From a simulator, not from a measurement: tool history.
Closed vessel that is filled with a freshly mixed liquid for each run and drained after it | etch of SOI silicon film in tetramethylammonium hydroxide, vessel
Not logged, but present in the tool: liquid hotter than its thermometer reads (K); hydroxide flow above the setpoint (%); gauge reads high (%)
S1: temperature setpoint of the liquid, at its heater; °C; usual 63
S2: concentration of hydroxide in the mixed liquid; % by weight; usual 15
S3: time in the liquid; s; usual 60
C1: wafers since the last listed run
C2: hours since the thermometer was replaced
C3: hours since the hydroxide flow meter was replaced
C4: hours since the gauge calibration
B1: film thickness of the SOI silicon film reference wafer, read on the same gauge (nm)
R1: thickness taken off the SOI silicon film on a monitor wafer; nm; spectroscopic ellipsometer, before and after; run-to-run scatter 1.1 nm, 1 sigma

run	day	S1	S2	S3	C1	C2	C3	C4	B1	R1
1	0	63	15	60	0	2323.9	1877	150.8	139.98	262.46
2	0.492	63	17	60	1467	2335.7	1888.8	162.6	140.01	255.57
3	1.088	63	17	60	1778	2350	1903.1	176.9	139.98	252.36
4	1.583	63	17	75	1480	2361.9	1915	188.8	140.01	316.15
5	2.183	63	15	60	1791	2376.3	1929.4	203.2	140.02	264.13
6	2.792	63	15	60	1816	2390.9	1944	217.8	140.02	265.28
7	4.404	63	15	60	4813	2429.6	1982.7	256.5	140.02	262.97
8	4.779	63	15	60	1119	2438.6	1991.7	265.5	140	265.57
9	5.221	63	15	60	1318	2449.2	2002.3	276.1	140.01	262.42
10	5.871	63	15	60	1940	2464.8	2017.9	291.7	140.02	265.95
11	6.371	63	15	60	1492	2476.8	2029.9	303.7	139.98	266.09
# day 6.633: hydroxide flow meter replaced
12	6.821	63	15	50	1219	2487.6	4.5	314.5	140.04	223.84
13	7.308	63	15	50	1455	2499.3	16.2	326.2	140.02	220.8
# day 7.408: thermometer replaced
14	7.658	63	15	50	920	6	24.6	334.6	139.99	236.13
15	8.154	63	15	60	1480	17.9	36.5	346.5	139.99	282.59
16	8.5	63	15	60	1032	26.2	44.8	354.8	139.98	283.59
17	8.996	58.5	15	30	1480	38.1	56.7	366.7	140	108.22
# day 9.088: gauge calibrated
# day 9.483: thermometer replaced, repeated, since the last time left the tool worse
18	9.833	70	12.5	70	2375	8.4	76.8	17.9	139.99	456.14
19	10.25	65.5	18	50	1243	18.4	86.8	27.9	139.96	212.42

Expected results for the next run?
20	10.754	68.5	17.5	60	1505	30.5	98.9	40	?	?

B1: 139.99
R1: 308.64 nm
If the tool had no hidden condition, the same run with the same run-to-run variation would have returned R1 307.55 nm.

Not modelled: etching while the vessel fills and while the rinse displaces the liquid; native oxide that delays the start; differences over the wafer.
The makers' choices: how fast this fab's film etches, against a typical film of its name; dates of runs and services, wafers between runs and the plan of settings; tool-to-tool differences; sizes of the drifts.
